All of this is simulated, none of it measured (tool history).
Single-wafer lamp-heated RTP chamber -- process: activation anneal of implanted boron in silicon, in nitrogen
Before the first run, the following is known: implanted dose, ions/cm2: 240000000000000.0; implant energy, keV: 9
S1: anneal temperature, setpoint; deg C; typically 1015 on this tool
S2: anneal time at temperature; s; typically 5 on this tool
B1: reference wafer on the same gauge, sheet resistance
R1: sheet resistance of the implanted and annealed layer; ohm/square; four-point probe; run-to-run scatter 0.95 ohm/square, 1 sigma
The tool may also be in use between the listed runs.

run,hour,S1,S2,B1,R1
1,0.0,1034,4,434.61,401.24
2,40.7,1034,4,434.69,400.03
# hour 146.7: reflector plate cleaned
3,210.7,1034,4,435.74,403.68
# hour 233.2: pyrometer window cleaned and pyrometer calibrated
4,268.7,1015,5,436.56,403.59
5,296.1,1015,7,436.76,402.65
6,358.6,1015,7,437.33,404.24
7,401.6,1015,5,438.10,405.34
8,441.4,1015,5,438.81,407.18
# hour 461.9: reflector plate cleaned
9,504.8,1006,5,440.10,410.75
10,572.7,1006,5,441.68,412.83
# hour 611.6: pyrometer window cleaned and pyrometer calibrated
11,641.4,1026,3,443.65,411.56
12,710.2,991,6,445.03,421.43
# hour 726.0: gauge calibrated
13,738.3,1015,4,432.43,401.06
# hour 780.8: reflector plate cleaned
14,801.8,1024,6,432.75,401.36
15,873.7,985,3,433.17,415.19
16,902.6,1015,7,433.07,401.00
17,971.2,995,5,433.80,408.01
18,1003.9,1036,4,434.06,397.60
# hour 1041.3: pyrometer window cleaned and pyrometer calibrated
19,1052.3,1042,6,434.36,397.81
# hour 1069.8: reflector plate cleaned
20,1076.4,1028,7,434.97,401.32
21,1146.6,1015,5,435.70,403.30

5 ways to go on from here, each from the tool as it stands after run 21. What would each give?
A,1147.0,1030,5,?,?
B,1147.0,1007,6,?,?
C,1147.0,1041,5,?,?
D,1147.0,1015,3,?,?
E,1147.0,987,3,?,?

run,B1,R1
A,435.68,403.68
B,435.68,407.20
C,435.68,402.75
D,435.68,407.31
E,435.68,418.42
What these runs would have given with no unlogged condition in the tool:
run,R1
A,401.12
B,404.62
C,400.19
D,404.72
E,415.76
